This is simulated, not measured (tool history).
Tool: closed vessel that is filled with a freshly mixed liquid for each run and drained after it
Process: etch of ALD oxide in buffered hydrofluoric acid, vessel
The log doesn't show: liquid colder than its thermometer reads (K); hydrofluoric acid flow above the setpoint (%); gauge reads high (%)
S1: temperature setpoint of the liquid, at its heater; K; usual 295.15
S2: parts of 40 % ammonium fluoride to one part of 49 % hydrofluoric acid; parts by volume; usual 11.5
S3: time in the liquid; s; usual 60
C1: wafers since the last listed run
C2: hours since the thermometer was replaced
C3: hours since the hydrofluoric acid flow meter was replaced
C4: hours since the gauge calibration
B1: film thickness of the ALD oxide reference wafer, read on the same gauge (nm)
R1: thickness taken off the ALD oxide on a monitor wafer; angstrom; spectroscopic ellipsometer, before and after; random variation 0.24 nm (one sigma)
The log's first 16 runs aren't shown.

run	hour	S1	S2	S3	C1	C2	C3	C4	B1	R1
17	743.6	299.65	14	60	3111	2265.5	376.6	27.1	120.03	645.5
18	810.8	293.15	13	50	7743	2332.7	443.8	94.3	120	407.5
# hour 837.6: hydrofluoric acid flow meter replaced
19	870.6	298.15	8	35	6775	2392.5	33	154.1	120.03	563.2
20	908.6	295.15	11.5	60	4378	2430.5	71	192.1	120.02	586.4
21	935.6	295.15	11.5	60	3111	2457.5	98	219.1	119.97	587
22	968.1	295.15	14.5	70	3745	2490	130.5	251.6	119.99	546.1
23	1032.8	291.65	11.5	75	7455	2554.7	195.2	316.3	119.94	608.7
# hour 1045.5: thermometer replaced
24	1066.6	293.65	15.5	60	3779	21.1	229	350.1	119.99	437.7
25	1109.6	291.65	13	80	4955	64.1	272	393.1	119.97	622.5
26	1194	292.15	11.5	90	9725	148.5	356.4	477.5	120.01	815.6
# hour 1293.4: hydrofluoric acid flow meter replaced
27	1293.9	292.65	14.5	50	11396	248.4	0.5	577.4	119.99	354.1
28	1318.9	296.65	10	90	2880	273.4	25.5	602.4	120.03	1150.5
29	1374.6	295.15	11.5	50	6418	329.1	81.2	658.1	119.97	516.7
30	1404.4	295.15	11.5	60	3434	358.9	111	687.9	120.01	618.6
31	1431.4	295.15	11.5	60	3111	385.9	138	714.9	119.99	623.2
32	1487.6	295.15	11.5	60	6476	442.1	194.2	771.1	119.98	623.6
33	1517.7	290.65	11.5	80	3468	472.2	224.3	801.2	120.06	650.2
34	1573.1	295.15	11.5	60	6384	527.6	279.7	856.6	119.99	630.9

Forecast each of these 4 alternatives for the next run:
A	1573.8	293.65	11.5	60	80	528.3	280.4	857.3	?	?
B	1573.8	295.15	14	90	80	528.3	280.4	857.3	?	?
C	1573.8	295.15	10	95	80	528.3	280.4	857.3	?	?
D	1573.8	292.65	10	45	80	528.3	280.4	857.3	?	?

run	B1	R1
A	119.97	581.6
B	119.97	782.3
C	119.97	1133.3
D	119.97	466.8
Without the tool's hidden state the same runs would have given:
run	R1
A	576.6
B	775.3
C	1137
D	468.6
